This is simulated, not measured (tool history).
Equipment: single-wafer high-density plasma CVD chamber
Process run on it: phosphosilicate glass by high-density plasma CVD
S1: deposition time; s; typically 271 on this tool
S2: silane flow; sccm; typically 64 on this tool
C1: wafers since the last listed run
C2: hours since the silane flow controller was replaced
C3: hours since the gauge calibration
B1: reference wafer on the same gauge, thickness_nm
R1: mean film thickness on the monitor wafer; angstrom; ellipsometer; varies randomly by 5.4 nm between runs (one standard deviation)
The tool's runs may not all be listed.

run	hour	S1	S2	C1	C2	C3	B1	R1
1	0	271	58	0	4529.9	47	2080.181	16425.97
2	142.2	271	64	1216	4672.1	189.2	2080.457	18070.86
3	177.6	271	64	302	4707.5	224.6	2079.587	17997.01
4	231.8	271	64	463	4761.7	278.8	2079.135	18017.42
5	270.3	271	64	329	4800.2	317.3	2080.904	18016.64
6	334.2	271	64	546	4864.1	381.2	2081.195	17979.74
7	375.1	271	64	349	4905	422.1	2080.399	17941.49
8	428.7	271	64	458	4958.6	475.7	2082.36	17930.9
9	476.5	271	64	408	5006.4	523.5	2079.324	17874.17
10	501.7	271	64	215	5031.6	548.7	2080.889	17833.32
11	554.6	271	64	452	5084.5	601.6	2079.872	17870.1
# hour 600.2: silane flow controller replaced
12	605.8	271	64	369	5.6	652.8	2079.408	19257.06
# hour 638.5: gauge calibrated
13	656.9	271	64	437	56.7	18.4	2079.476	19268.79
14	686.6	251	76	254	86.4	48.1	2078.571	21087.62
15	715.9	321	52	250	115.7	77.4	2080.41	18512.19
16	772.3	221	77	482	172.1	133.8	2079.079	18878.15
17	816.1	230	68	374	215.9	177.6	2079.283	17392.76
18	869.3	271	64	455	269.1	230.8	2078.211	19176.79
19	925.3	257	53	479	325.1	286.8	2078.976	15145.51
20	958.6	257	55	284	358.4	320.1	2079.432	15720.83
21	1011.5	235	73	452	411.3	373	2081.263	19049.64
22	1079.6	271	64	582	479.4	441.1	2078.359	19270.49

Predict each of these 4 candidate next runs independently; none follows another, all start after run 22:
A	1080.1	316	64	4	479.9	441.6	?	?
B	1080.1	227	70	4	479.9	441.6	?	?
C	1080.1	313	56	4	479.9	441.6	?	?
D	1080.1	250	72	4	479.9	441.6	?	?

run	B1	R1
A	2082.93	22341.51
B	2082.93	17553.73
C	2082.93	19363.23
D	2082.93	19884.65
Take away the tool's hidden state, keep each run's random variation, and the runs would have read:
run	R1
A	22328.3
B	17543.35
C	19351.78
D	19872.9
